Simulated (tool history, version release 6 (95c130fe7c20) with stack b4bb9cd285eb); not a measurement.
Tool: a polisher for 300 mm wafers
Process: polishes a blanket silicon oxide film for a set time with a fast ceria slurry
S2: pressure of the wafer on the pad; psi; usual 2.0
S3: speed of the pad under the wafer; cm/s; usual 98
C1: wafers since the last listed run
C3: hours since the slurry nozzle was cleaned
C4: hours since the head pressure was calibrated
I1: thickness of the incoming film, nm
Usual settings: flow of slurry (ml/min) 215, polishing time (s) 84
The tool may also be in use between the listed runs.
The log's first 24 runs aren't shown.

-- hour=1204.5 slurry nozzle cleaned
run 25 hour=1229.6 | flow_of_slurry_(ml/min)=245 S2=2.0 S3=98 polishing_time_(s)=84 | C1=214 wafers_polished_on_this_pad=2401 C3=25.1 C4=1297.4 | I1=3430.5 | film_removed_(angstrom)=8183
-- hour=1275.0 head pressure recalibrated
run 26 hour=1279.2 | flow_of_slurry_(ml/min)=215 S2=2.0 S3=98 polishing_time_(s)=84 | C1=354 wafers_polished_on_this_pad=2756 C3=74.7 C4=4.2 | I1=3487.3 | film_removed_(angstrom)=8016
-- hour=1315.8 worn pad replaced by a new one
run 27 hour=1320.5 | flow_of_slurry_(ml/min)=215 S2=1.4 S3=130 polishing_time_(s)=99 | C1=277 wafers_polished_on_this_pad=34 C3=116.0 C4=45.5 | I1=3468.8 | film_removed_(angstrom)=8766
run 28 hour=1369.5 | flow_of_slurry_(ml/min)=215 S2=2.0 S3=98 polishing_time_(s)=84 | C1=364 wafers_polished_on_this_pad=399 C3=165.0 C4=94.5 | I1=3467.1 | film_removed_(angstrom)=8024
run 29 hour=1432.1 | flow_of_slurry_(ml/min)=215 S2=2.0 S3=98 polishing_time_(s)=84 | C1=466 wafers_polished_on_this_pad=865 C3=227.6 C4=157.1 | I1=3472.0 | film_removed_(angstrom)=8160
run 30 hour=1483.5 | flow_of_slurry_(ml/min)=215 S2=2.0 S3=98 polishing_time_(s)=59 | C1=382 wafers_polished_on_this_pad=1248 C3=279.0 C4=208.5 | I1=3533.7 | film_removed_(angstrom)=5660
run 31 hour=1548.7 | flow_of_slurry_(ml/min)=215 S2=2.0 S3=98 polishing_time_(s)=69 | C1=485 wafers_polished_on_this_pad=1733 C3=344.2 C4=273.7 | I1=3459.1 | film_removed_(angstrom)=6630
run 32 hour=1620.2 | flow_of_slurry_(ml/min)=255 S2=2.5 S3=98 polishing_time_(s)=84 | C1=532 wafers_polished_on_this_pad=2266 C3=415.7 C4=345.2 | I1=3470.2 | film_removed_(angstrom)=10039
-- hour=1654.7 worn pad replaced by a new one
run 33 hour=1655.2 | flow_of_slurry_(ml/min)=270 S2=1.4 S3=110 polishing_time_(s)=65 | C1=230 wafers_polished_on_this_pad=3 C3=450.7 C4=380.2 | I1=3490.8 | film_removed_(angstrom)=5118
run 34 hour=1680.6 | flow_of_slurry_(ml/min)=215 S2=2.0 S3=98 polishing_time_(s)=84 | C1=189 wafers_polished_on_this_pad=192 C3=476.1 C4=405.6 | I1=3450.4 | film_removed_(angstrom)=8117
run 35 hour=1724.2 | flow_of_slurry_(ml/min)=215 S2=2.0 S3=98 polishing_time_(s)=67 | C1=324 wafers_polished_on_this_pad=517 C3=519.7 C4=449.2 | I1=3530.7 | film_removed_(angstrom)=6284
run 36 hour=1748.6 | flow_of_slurry_(ml/min)=215 S2=1.7 S3=98 polishing_time_(s)=99 | C1=181 wafers_polished_on_this_pad=699 C3=544.1 C4=473.6 | I1=3512.1 | film_removed_(angstrom)=8276
run 37 hour=1804.7 | flow_of_slurry_(ml/min)=215 S2=2.0 S3=78 polishing_time_(s)=59 | C1=417 wafers_polished_on_this_pad=1116 C3=600.2 C4=529.7 | I1=3526.6 | film_removed_(angstrom)=4596
run 38 hour=1845.9 | flow_of_slurry_(ml/min)=215 S2=2.7 S3=82 polishing_time_(s)=63 | C1=306 wafers_polished_on_this_pad=1423 C3=641.4 C4=570.9 | I1=3508.7 | film_removed_(angstrom)=6854

3 ways to go on from here, each from the tool as it stands after run 38. What would each give?
run A hour=1846.3 | flow_of_slurry_(ml/min)=215 S2=2.0 S3=98 polishing_time_(s)=65 | C1=2 wafers_polished_on_this_pad=1426 C3=641.8 C4=571.3 | I1=3442.7 | film_removed_(angstrom)=?
run B hour=1846.3 | flow_of_slurry_(ml/min)=270 S2=1.7 S3=74 polishing_time_(s)=84 | C1=2 wafers_polished_on_this_pad=1426 C3=641.8 C4=571.3 | I1=3442.7 | film_removed_(angstrom)=?
run C hour=1846.3 | flow_of_slurry_(ml/min)=260 S2=2.4 S3=112 polishing_time_(s)=112 | C1=2 wafers_polished_on_this_pad=1426 C3=641.8 C4=571.3 | I1=3442.7 | film_removed_(angstrom)=?

run=A film_removed_(angstrom)=6109
run=B film_removed_(angstrom)=5466
run=C film_removed_(angstrom)=14300
Without the tool's hidden state the same runs would have given:
run=A film_removed_(angstrom)=6109
run=B film_removed_(angstrom)=5466
run=C film_removed_(angstrom)=14300
